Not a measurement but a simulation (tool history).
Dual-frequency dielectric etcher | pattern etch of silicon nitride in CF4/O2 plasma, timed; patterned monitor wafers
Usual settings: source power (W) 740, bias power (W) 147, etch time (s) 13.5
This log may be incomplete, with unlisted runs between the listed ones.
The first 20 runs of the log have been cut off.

run    hour  source power (W)  bias power (W)  etch time (s)  wafers since the last listed run  hours since the last wet clean  hours since the last source power generator calibration  hours since the last bias power generator calibration  hours since the last upper electrode change  hours since the gauge calibration  read-back reference wafer on the same gauge, depth_nm  mean etch depth across the wafer (nm)
 21  1018.1               890             124           12.5                               275                           251.7                                                    678.2                                                  501.6                                        796.5                              604.8                                                  40.39                                   33.2
 22  1060.6               740             147             10                               462                           294.2                                                    720.7                                                  544.1                                          839                              647.3                                                  40.44                                  25.46
 23  1106.3               740             147           13.5                               497                           339.9                                                    766.4                                                  589.8                                        884.7                                693                                                  40.35                                  34.32
 24    1147               620             130            9.5                               443                           380.6                                                    807.1                                                  630.5                                        925.4                              733.7                                                  40.33                                   19.6
     1206.8  -- wet clean of the chamber
 25  1215.8               740             147           13.5                               487                               9                                                    875.9                                                  699.3                                        994.2                              802.5                                                  40.43                                  34.28
 26  1251.9               740             157           10.5                               392                            45.1                                                      912                                                  735.4                                       1030.3                              838.6                                                  40.45                                  27.67
 27  1287.9               740             112             12                               391                            81.1                                                      948                                                  771.4                                       1066.3                              874.6                                                  40.39                                   25.9
 28  1334.2               560             176           12.5                               503                           127.4                                                    994.3                                                  817.7                                       1112.6                              920.9                                                   40.4                                  28.52
 29  1375.8               660             147           13.5                               452                             169                                                   1035.9                                                  859.3                                       1154.2                              962.5                                                  40.36                                  31.42
 30  1447.1               740             147           13.5                               776                           240.3                                                   1107.2                                                  930.6                                       1225.5                             1033.8                                                  40.41                                  34.05
 31  1492.7               740             147           13.5                               496                           285.9                                                   1152.8                                                  976.2                                       1271.1                             1079.4                                                  40.35                                  34.14

Forecast each of these 3 alternatives for the next run:
  A  1493.1               740             147           13.5                                 4                           286.3                                                   1153.2                                                  976.6                                       1271.5                             1079.8                                                      ?                                      ?
  B  1493.1               740             147             15                                 4                           286.3                                                   1153.2                                                  976.6                                       1271.5                             1079.8                                                      ?                                      ?
  C  1493.1               880             181           10.5                                 4                           286.3                                                   1153.2                                                  976.6                                       1271.5                             1079.8                                                      ?                                      ?

run  read-back reference wafer on the same gauge, depth_nm  mean etch depth across the wafer (nm)
  A                                                  40.45                                     34
  B                                                  40.45                                  37.78
  C                                                  40.45                                  33.79
Without the tool's unlogged condition, the same runs would have read:
run  mean etch depth across the wafer (nm)
  A                                  34.39
  B                                  38.21
  C                                  34.17

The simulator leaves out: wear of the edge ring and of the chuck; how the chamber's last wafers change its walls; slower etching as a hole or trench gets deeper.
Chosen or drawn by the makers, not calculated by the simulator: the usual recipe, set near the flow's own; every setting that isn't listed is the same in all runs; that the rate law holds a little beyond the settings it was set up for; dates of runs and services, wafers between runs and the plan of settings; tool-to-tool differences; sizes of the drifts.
